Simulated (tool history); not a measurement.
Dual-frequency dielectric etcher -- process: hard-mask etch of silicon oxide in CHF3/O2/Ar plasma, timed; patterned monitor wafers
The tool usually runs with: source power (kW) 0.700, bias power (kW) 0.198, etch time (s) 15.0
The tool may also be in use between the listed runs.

run    hour  source power (kW)  bias power (kW)  etch time (s)  wafers since the last listed run  hours since the last wet clean  hours since the last source power generator calibration  hours since the last bias power generator calibration  hours since the last upper electrode change  hours since the gauge calibration  read-back reference wafer on the same gauge, depth_nm  mean etch depth across the wafer (angstrom)
  1     0.0              0.700            0.198           15.0                                 0                            56.8                                                   3706.5                                                  512.4                                       4739.6                              407.6                                                  32.50                                        333.5
  2    40.6              0.760            0.198           15.0                               638                            97.4                                                   3747.1                                                  553.0                                       4780.2                              448.2                                                  32.52                                        352.5
  3   110.6              0.760            0.198           15.0                              1100                           167.4                                                   3817.1                                                  623.0                                       4850.2                              518.2                                                  32.49                                        352.4
  4   182.9              0.760            0.198           15.0                              1136                           239.7                                                   3889.4                                                  695.3                                       4922.5                              590.5                                                  32.49                                        358.5
  5   237.6              0.700            0.198           15.0                               859                           294.4                                                   3944.1                                                  750.0                                       4977.2                              645.2                                                  32.52                                        342.5
  6   302.4              0.700            0.198           15.0                              1018                           359.2                                                   4008.9                                                  814.8                                       5042.0                              710.0                                                  32.48                                        346.3
  7   336.8              0.700            0.198           15.0                               540                           393.6                                                   4043.3                                                  849.2                                       5076.4                              744.4                                                  32.50                                        347.2
  8   363.8              0.700            0.198           15.0                               424                           420.6                                                   4070.3                                                  876.2                                       5103.4                              771.4                                                  32.48                                        347.9
      444.3  -- wet clean of the chamber
  9   444.8              0.700            0.198           15.0                               895                             0.5                                                   4151.3                                                  957.2                                       5184.4                              852.4                                                  32.51                                        335.2
 10   480.4              0.700            0.198           15.0                               559                            36.1                                                   4186.9                                                  992.8                                       5220.0                              888.0                                                  32.47                                        337.5
 11   514.1              0.700            0.198           15.0                               529                            69.8                                                   4220.6                                                 1026.5                                       5253.7                              921.7                                                  32.52                                        336.4
      531.0  -- source power generator calibrated
 12   574.1              0.700            0.198           15.0                               880                           129.8                                                     43.1                                                 1086.5                                       5313.7                              981.7                                                  32.52                                        340.6
 13   643.0              0.700            0.198           13.0                              1082                           198.7                                                    112.0                                                 1155.4                                       5382.6                             1050.6                                                  32.45                                        296.6
 14   714.4              0.700            0.198           13.0                              1122                           270.1                                                    183.4                                                 1226.8                                       5454.0                             1122.0                                                  32.52                                        298.2
 15   773.1              0.530            0.198           15.0                               922                           328.8                                                    242.1                                                 1285.5                                       5512.7                             1180.7                                                  32.50                                        300.7
      818.5  -- upper electrode replaced
 16   819.0              0.700            0.198           13.5                               344                           374.7                                                    288.0                                                 1331.4                                          0.5                             1226.6                                                  32.54                                        313.7
 17   824.8              0.700            0.198           15.0                                91                           380.5                                                    293.8                                                 1337.2                                          6.3                             1232.4                                                  32.51                                        347.2
 18   861.8              0.700            0.198           17.0                               581                           417.5                                                    330.8                                                 1374.2                                         43.3                             1269.4                                                  32.53                                        396.7
      867.5  -- gauge calibrated
 19   905.5              0.700            0.198           11.5                               686                           461.2                                                    374.5                                                 1417.9                                         87.0                               38.0                                                  32.49                                        269.3
      974.5  -- wet clean of the chamber
 20   975.0              0.810            0.235           15.0                               715                             0.5                                                    444.0                                                 1487.4                                        156.5                              107.5                                                  32.48                                        387.5
     1024.2  -- bias power generator calibrated
 21  1024.7              0.560            0.238           11.0                               718                            50.2                                                    493.7                                                    0.5                                        206.2                              157.2                                                  32.47                                        238.6
 22  1081.3              0.700            0.239           19.0                               889                           106.8                                                    550.3                                                   57.1                                        262.8                              213.8                                                  32.49                                        459.8
 23  1132.2              0.700            0.198           15.0                               799                           157.7                                                    601.2                                                  108.0                                        313.7                              264.7                                                  32.52                                        342.3
 24  1185.5              0.870            0.233           19.0                               837                           211.0                                                    654.5                                                  161.3                                        367.0                              318.0                                                  32.50                                        513.3
 25  1211.1              0.700            0.198           15.0                               402                           236.6                                                    680.1                                                  186.9                                        392.6                              343.6                                                  32.48                                        344.9
 26  1272.3              0.790            0.164           11.0                               961                           297.8                                                    741.3                                                  248.1                                        453.8                              404.8                                                  32.50                                        250.9
 27  1324.4              0.700            0.198           15.0                               818                           349.9                                                    793.4                                                  300.2                                        505.9                              456.9                                                  32.49                                        347.6
 28  1370.8              0.700            0.161           14.0                               729                           396.3                                                    839.8                                                  346.6                                        552.3                              503.3                                                  32.50                                        304.0
 29  1421.0              0.700            0.239           19.0                               788                           446.5                                                    890.0                                                  396.8                                        602.5                              553.5                                                  32.47                                        477.2

What if the next run were any one of these 5? Each begins from the tool's condition after run 29:
  A  1421.4              0.700            0.198           15.0                                 6                           446.9                                                    890.4                                                  397.2                                        602.9                              553.9                                                      ?                                            ?
  B  1421.4              0.700            0.235           15.0                                 6                           446.9                                                    890.4                                                  397.2                                        602.9                              553.9                                                      ?                                            ?
  C  1421.4              0.810            0.222           19.0                                 6                           446.9                                                    890.4                                                  397.2                                        602.9                              553.9                                                      ?                                            ?
  D  1421.4              0.840            0.150           11.0                                 6                           446.9                                                    890.4                                                  397.2                                        602.9                              553.9                                                      ?                                            ?
  E  1421.4              0.700            0.232           13.0                                 6                           446.9                                                    890.4                                                  397.2                                        602.9                              553.9                                                      ?                                            ?

run  read-back reference wafer on the same gauge, depth_nm  mean etch depth across the wafer (angstrom)
  A                                                  32.53                                        350.3
  B                                                  32.53                                        372.4
  C                                                  32.53                                        495.0
  D                                                  32.53                                        254.9
  E                                                  32.53                                        321.2
Had the tool no hidden state, the same runs would have come out as:
run  mean etch depth across the wafer (angstrom)
  A                                        332.3
  B                                        353.2
  C                                        469.5
  D                                        242.0
  E                                        304.7
